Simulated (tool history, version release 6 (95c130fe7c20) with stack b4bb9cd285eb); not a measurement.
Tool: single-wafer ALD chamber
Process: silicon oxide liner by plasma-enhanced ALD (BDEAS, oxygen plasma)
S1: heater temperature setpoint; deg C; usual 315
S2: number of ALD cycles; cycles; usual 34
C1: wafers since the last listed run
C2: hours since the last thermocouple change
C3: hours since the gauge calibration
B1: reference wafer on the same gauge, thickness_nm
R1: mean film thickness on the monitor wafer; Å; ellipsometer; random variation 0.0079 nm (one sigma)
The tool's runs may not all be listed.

run 1 hour=0 | S1=310 S2=34 | C1=0 C2=352.6 C3=1561.9 | B1=3.621 | R1=31.65
run 2 hour=104 | S1=315 S2=34 | C1=1165 C2=456.6 C3=1665.9 | B1=3.622 | R1=31.35
run 3 hour=188.8 | S1=315 S2=34 | C1=950 C2=541.4 C3=1750.7 | B1=3.617 | R1=31.44
run 4 hour=257.9 | S1=315 S2=34 | C1=774 C2=610.5 C3=1819.8 | B1=3.623 | R1=31.32
run 5 hour=364 | S1=323 S2=34 | C1=1189 C2=716.6 C3=1925.9 | B1=3.62 | R1=31.15
run 6 hour=437.7 | S1=315 S2=34 | C1=826 C2=790.3 C3=1999.6 | B1=3.621 | R1=31.3
run 7 hour=545.6 | S1=315 S2=34 | C1=1209 C2=898.2 C3=2107.5 | B1=3.62 | R1=31.41
-- hour=596.6 gauge calibrated
run 8 hour=620.7 | S1=315 S2=34 | C1=841 C2=973.3 C3=24.1 | B1=3.622 | R1=31.2
run 9 hour=722 | S1=315 S2=34 | C1=1135 C2=1074.6 C3=125.4 | B1=3.619 | R1=31.23
run 10 hour=797.8 | S1=315 S2=34 | C1=849 C2=1150.4 C3=201.2 | B1=3.619 | R1=31.21
run 11 hour=888.5 | S1=315 S2=34 | C1=1016 C2=1241.1 C3=291.9 | B1=3.623 | R1=31.32
run 12 hour=971.3 | S1=315 S2=34 | C1=928 C2=1323.9 C3=374.7 | B1=3.619 | R1=31.37
run 13 hour=1058.9 | S1=315 S2=34 | C1=981 C2=1411.5 C3=462.3 | B1=3.622 | R1=31.33
run 14 hour=1134 | S1=328 S2=31 | C1=841 C2=1486.6 C3=537.4 | B1=3.621 | R1=27.95
run 15 hour=1181 | S1=315 S2=37 | C1=526 C2=1533.6 C3=584.4 | B1=3.622 | R1=33.97
run 16 hour=1258.1 | S1=309 S2=30 | C1=864 C2=1610.7 C3=661.5 | B1=3.622 | R1=28.02
run 17 hour=1303.7 | S1=315 S2=34 | C1=511 C2=1656.3 C3=707.1 | B1=3.619 | R1=31.28
run 18 hour=1357.1 | S1=315 S2=34 | C1=598 C2=1709.7 C3=760.5 | B1=3.621 | R1=31.35
-- hour=1405.4 thermocouple changed; heater temperature recalibrated
run 19 hour=1425.8 | S1=315 S2=34 | C1=680 C2=20.4 C3=829.2 | B1=3.618 | R1=31.47
run 20 hour=1530.7 | S1=320 S2=29 | C1=1175 C2=125.3 C3=934.1 | B1=3.619 | R1=26.62
run 21 hour=1575.6 | S1=323 S2=28 | C1=503 C2=170.2 C3=979 | B1=3.619 | R1=25.72
run 22 hour=1676.8 | S1=301 S2=32 | C1=1134 C2=271.4 C3=1080.2 | B1=3.619 | R1=30.32
run 23 hour=1747.6 | S1=306 S2=32 | C1=793 C2=342.2 C3=1151 | B1=3.62 | R1=30.1
run 24 hour=1846.8 | S1=315 S2=34 | C1=1111 C2=441.4 C3=1250.2 | B1=3.618 | R1=31.58
run 25 hour=1925.8 | S1=304 S2=29 | C1=885 C2=520.4 C3=1329.2 | B1=3.622 | R1=27.21

How the hidden state differs across the entries between the runs, from the last listed run before each to the first after it:
Between runs 7 and 8: gauge calibrated (hour 596.6)
  wafer temperature above the value expected at the setpoint (K): 4.69 -> 4.87
  measured less the result without the state, R1: -0.24 -> -0.25 Å
Between runs 18 and 19: thermocouple changed; heater temperature recalibrated (hour 1405.4)
  wafer temperature above the value expected at the setpoint (K): 5.81 -> -0.362
  measured less the result without the state, R1: -0.3 -> +0.02 Å
